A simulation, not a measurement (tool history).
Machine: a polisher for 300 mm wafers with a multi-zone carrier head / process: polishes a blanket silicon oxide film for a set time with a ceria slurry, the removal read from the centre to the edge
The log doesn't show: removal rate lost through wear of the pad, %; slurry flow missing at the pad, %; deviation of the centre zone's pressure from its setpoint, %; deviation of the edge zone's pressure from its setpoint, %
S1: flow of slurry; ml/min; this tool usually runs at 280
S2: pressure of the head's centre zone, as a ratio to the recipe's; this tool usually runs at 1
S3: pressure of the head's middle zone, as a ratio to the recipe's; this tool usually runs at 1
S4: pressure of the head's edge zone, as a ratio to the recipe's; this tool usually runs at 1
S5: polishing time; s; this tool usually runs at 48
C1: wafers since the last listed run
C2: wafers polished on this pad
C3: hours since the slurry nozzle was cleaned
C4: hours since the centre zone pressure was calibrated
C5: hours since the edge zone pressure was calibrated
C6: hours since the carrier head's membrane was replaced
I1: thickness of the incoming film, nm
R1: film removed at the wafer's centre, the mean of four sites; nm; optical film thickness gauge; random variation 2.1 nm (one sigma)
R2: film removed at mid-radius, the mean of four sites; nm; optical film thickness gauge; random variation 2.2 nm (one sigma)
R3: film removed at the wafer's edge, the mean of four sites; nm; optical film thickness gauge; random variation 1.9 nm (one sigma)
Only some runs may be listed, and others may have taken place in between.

run   hour   S1    S2    S3    S4  S5   C1    C2     C3      C4      C5      C6     I1     R1     R2     R3
  1      0  280  1.03     1     1  48    0  1144  361.7   838.7   957.7    1313  772.3  220.2  198.1    196
  2   35.4  280  1.03     1     1  48  381  1525  397.1   874.1   993.1  1348.4  778.4  222.2  199.9  198.1
      50.2  -- worn pad replaced by a new one
  3     91  280  1.03     1     1  48  555   439  452.7   929.7  1048.7    1404  779.2  219.9  195.3  199.1
  4  115.2  280     1     1  1.05  55  260   700  476.9   953.9  1072.9  1428.2    781  245.9  228.1  231.9
  5  138.8  280   1.1  1.09     1  48  254   954  500.5   977.5  1096.5  1451.8  772.9    240    214  195.5
  6  152.7  280   1.1  1.09     1  48  149  1104  514.4   991.4  1110.4  1465.7  788.3    235  214.7  196.7
     189.5  -- worn pad replaced by a new one
  7    190  280     1     1     1  48  358     5  551.7  1028.7  1147.7    1503  769.5  219.9    203  196.5
  8  207.2  280     1     1     1  48  185   190  568.9  1045.9  1164.9  1520.2  777.6  217.9  200.3    200
  9  224.5  280     1     1     1  63  186   376  586.2  1063.2  1182.2  1537.5  785.7  285.6  258.1  253.4
 10  251.1  280     1     1     1  60  286   662  612.8  1089.8  1208.8  1564.1  770.5    274  248.5  248.8
       278  -- edge zone pressure recalibrated
 11  278.5  280     1     1     1  48  273   936  640.2  1117.2     0.5  1591.5  775.2  221.2  203.4  196.3
     301.8  -- carrier head's membrane replaced by a new one
 12  302.4  280  0.95     1  0.95  48  203  1140  664.1  1141.1    24.4     0.6    782  211.6    200  195.1
     325.7  -- worn pad replaced by a new one
 13  337.1  340  0.92     1  0.94  48  330   123  698.8  1175.8    59.1    35.3  779.4  211.7  201.5  195.7
     358.6  -- centre zone pressure recalibrated
     371.3  -- slurry nozzle cleaned
 14  428.5  280  1.03     1     1  48  951  1075   57.2    69.9   150.5   126.7  785.2  200.5  199.4  195.5

Run 15 comes next. What will it give?
 15  453.5  280   1   1   1  48  269  1344  82.2  94.9  175.5  151.7  778.5   ?   ?   ?

R1: 194.9 nm
R2: 202 nm
R3: 193.4 nm
With the hidden condition absent and the run-to-run variation left alone, this run would have shown R1 199 nm, R2 202 nm, R3 193.4 nm.
